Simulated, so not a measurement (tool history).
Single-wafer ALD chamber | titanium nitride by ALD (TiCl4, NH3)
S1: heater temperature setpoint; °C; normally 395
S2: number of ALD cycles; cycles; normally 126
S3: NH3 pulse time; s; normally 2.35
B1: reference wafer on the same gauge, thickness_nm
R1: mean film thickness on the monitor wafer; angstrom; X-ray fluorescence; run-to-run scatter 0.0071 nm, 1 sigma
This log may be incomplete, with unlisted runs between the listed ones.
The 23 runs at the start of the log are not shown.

run,hour,S1,S2,S3,B1,R1
24,331.7,395,126,2.35,3.009,27.85
# hour 343: thermocouple changed; heater temperature recalibrated
25,343.5,395,134,3.01,3.007,29.91
26,356.8,409,111,1.91,3.009,24.47
27,370.5,395,126,2.35,3.009,27.84
28,383.6,389,148,2.35,3.009,32.43
29,392.3,395,126,2.35,3.005,27.75
30,410,384,126,2.35,3.006,27.51
# hour 416: gauge calibrated
31,423,387,126,2.79,3.089,28.76
32,438.3,395,126,3.13,3.085,28.91
33,450.3,395,126,2.35,3.081,28.48
34,462.4,408,126,2.35,3.077,28.62
35,472.3,381,126,2.35,3.072,28.1
36,521.4,387,112,2.35,3.063,24.94
37,538.4,395,141,1.77,3.061,31.07
38,551.2,395,105,2.35,3.055,23.61
39,565.4,395,126,2.35,3.053,28.24

Consider 5 possible next runs. They are alternatives, not a sequence: every one starts from the tool as it was left by run 39. What does each give?
A,566.1,395,126,2.35,?,?
B,566.1,395,126,2.05,?,?
C,566.1,395,140,2.35,?,?
D,566.1,405,126,2.81,?,?
E,566.1,399,126,2.84,?,?

run,B1,R1
A,3.054,28.25
B,3.054,28.04
C,3.054,31.39
D,3.054,28.61
E,3.054,28.59
Take away the tool's hidden state, keep each run's random variation, and the runs would have read:
run,R1
A,28.59
B,28.38
C,31.76
D,28.95
E,28.93
